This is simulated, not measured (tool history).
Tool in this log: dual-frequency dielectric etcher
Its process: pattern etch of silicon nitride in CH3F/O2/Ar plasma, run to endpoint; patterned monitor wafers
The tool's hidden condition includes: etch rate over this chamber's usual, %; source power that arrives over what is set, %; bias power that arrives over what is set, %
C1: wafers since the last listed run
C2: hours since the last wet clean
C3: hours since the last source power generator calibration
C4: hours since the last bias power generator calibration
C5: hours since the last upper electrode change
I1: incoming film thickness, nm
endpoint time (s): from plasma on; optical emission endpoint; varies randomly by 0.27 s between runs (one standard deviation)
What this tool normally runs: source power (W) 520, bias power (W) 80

Run 1, day 0: usual settings but source power (W) 420; C1 0; C2 344.3; C3 3771.2; C4 2228; C5 1931.3; I1 36.69. Result: endpoint time (s) 47.2.
At day 2.3: wet clean of the chamber.
Run 2, day 3.354: usual settings but source power (W) 420; C1 508; C2 25.3; C3 3851.7; C4 2308.5; C5 2011.8; I1 36.83. Result: endpoint time (s) 46.1.
Run 3, day 5.625: usual settings but source power (W) 550; C1 490; C2 79.8; C3 3906.2; C4 2363; C5 2066.3; I1 36.69. Result: endpoint time (s) 42.5.
Run 4, day 10.092: usual settings but source power (W) 550; C1 964; C2 187; C3 4013.4; C4 2470.2; C5 2173.5; I1 36.79. Result: endpoint time (s) 43.2.
Run 5, day 11.617: usual settings but source power (W) 550; C1 329; C2 223.6; C3 4050; C4 2506.8; C5 2210.1; I1 36.99. Result: endpoint time (s) 43.6.
Run 6, day 13.854: usual settings; C1 483; C2 277.3; C3 4103.7; C4 2560.5; C5 2263.8; I1 36.52. Result: endpoint time (s) 44.1.
Run 7, day 16.812: usual settings; C1 638; C2 348.3; C3 4174.7; C4 2631.5; C5 2334.8; I1 37.08. Result: endpoint time (s) 44.4.
At day 18.471: wet clean of the chamber.
Run 8, day 19.762: usual settings; C1 421; C2 31; C3 4245.5; C4 2702.3; C5 2405.6; I1 36.45. Result: endpoint time (s) 43.
Run 9, day 21.417: usual settings; C1 357; C2 70.7; C3 4285.2; C4 2742; C5 2445.3; I1 37.02. Result: endpoint time (s) 43.7.
Run 10, day 23.292: usual settings; C1 404; C2 115.7; C3 4330.2; C4 2787; C5 2490.3; I1 36.94. Result: endpoint time (s) 43.9.
Run 11, day 26.267: usual settings; C1 642; C2 187.1; C3 4401.6; C4 2858.4; C5 2561.7; I1 36.78. Result: endpoint time (s) 43.9.
Run 12, day 28.354: usual settings but bias power (W) 95; C1 450; C2 237.2; C3 4451.7; C4 2908.5; C5 2611.8; I1 36.82. Result: endpoint time (s) 41.2.
Run 13, day 30.483: usual settings but bias power (W) 95; C1 459; C2 288.3; C3 4502.8; C4 2959.6; C5 2662.9; I1 36.8. Result: endpoint time (s) 41.5.
At day 31.979: wet clean of the chamber.
Run 14, day 33.062: usual settings but source power (W) 570, bias power (W) 90; C1 341; C2 26; C3 4564.7; C4 3021.5; C5 2724.8; I1 36.74. Result: endpoint time (s) 40.4.
Run 15, day 37.45: usual settings but source power (W) 460, bias power (W) 68; C1 947; C2 131.3; C3 4670; C4 3126.8; C5 2830.1; I1 36.45. Result: endpoint time (s) 47.9.
At day 40.017: source power generator calibrated.
Run 16, day 41.633: usual settings; C1 867; C2 231.7; C3 38.8; C4 3227.2; C5 2930.5; I1 36.79. Result: endpoint time (s) 43.7.
At day 43.383: upper electrode replaced.
Run 17, day 44.45: usual settings; C1 392; C2 299.3; C3 106.4; C4 3294.8; C5 25.6; I1 36.74. Result: endpoint time (s) 44.6.
At day 46.996: wet clean of the chamber.
Run 18, day 47.017: usual settings but source power (W) 450, bias power (W) 92; C1 338; C2 0.5; C3 168; C4 3356.4; C5 87.2; I1 36.6. Result: endpoint time (s) 42.2.
Run 19, day 49.3: usual settings; C1 493; C2 55.3; C3 222.8; C4 3411.2; C5 142; I1 36.94. Result: endpoint time (s) 43.7.
Run 20, day 53.079: usual settings but source power (W) 570, bias power (W) 90; C1 816; C2 146; C3 313.5; C4 3501.9; C5 232.7; I1 36.27. Result: endpoint time (s) 40.4.
At day 53.679: bias power generator calibrated.
Run 21, day 57.529: usual settings but source power (W) 450, bias power (W) 95; C1 925; C2 252.8; C3 420.3; C4 92.4; C5 339.5; I1 36.86. Result: endpoint time (s) 43.
Run 22, day 59.467: usual settings; C1 418; C2 299.3; C3 466.8; C4 138.9; C5 386; I1 36.91. Result: endpoint time (s) 44.3.
At day 62.638: wet clean of the chamber.
Run 23, day 62.892: usual settings but bias power (W) 90; C1 523; C2 6.1; C3 549; C4 221.1; C5 468.2; I1 36.9. Result: endpoint time (s) 41.5.
Run 24, day 64.958: usual settings but source power (W) 490, bias power (W) 91; C1 446; C2 55.7; C3 598.6; C4 270.7; C5 517.8; I1 36.83. Result: endpoint time (s) 42.1.
Run 25, day 68.042: usual settings but bias power (W) 61; C1 665; C2 129.7; C3 672.6; C4 344.7; C5 591.8; I1 36.79. Result: endpoint time (s) 48.3.
Run 26, day 72.454: usual settings but source power (W) 560, bias power (W) 73; C1 952; C2 235.6; C3 778.5; C4 450.6; C5 697.7; I1 36.67. Result: endpoint time (s) 44.2.
Run 27, day 75.675: usual settings but source power (W) 400, bias power (W) 87; C1 695; C2 312.9; C3 855.8; C4 527.9; C5 775; I1 36.66. Result: endpoint time (s) 46.2.

List, for all runs, the conditions of the tool that the log does not record:
source power that arrives over what is set, %: 0, the same for each run
bias power that arrives over what is set, %: 0, the same for each run
H1: etch rate over this chamber's usual, %
run        H1
  1     -2.59
  2   -0.0357
  3    -0.415
  4     -1.16
  5     -1.41
  6     -1.79
  7     -2.28
  8   -0.0291
  9    -0.305
 10    -0.618
 11     -1.11
 12     -1.46
 13     -1.82
 14  -0.00625
 15    -0.738
 16     -1.44
 17     -1.91
 18    0.0735
 19    -0.308
 20    -0.938
 21     -1.68
 22        -2
 23     0.222
 24    -0.123
 25    -0.637
 26     -1.37
 27     -1.91

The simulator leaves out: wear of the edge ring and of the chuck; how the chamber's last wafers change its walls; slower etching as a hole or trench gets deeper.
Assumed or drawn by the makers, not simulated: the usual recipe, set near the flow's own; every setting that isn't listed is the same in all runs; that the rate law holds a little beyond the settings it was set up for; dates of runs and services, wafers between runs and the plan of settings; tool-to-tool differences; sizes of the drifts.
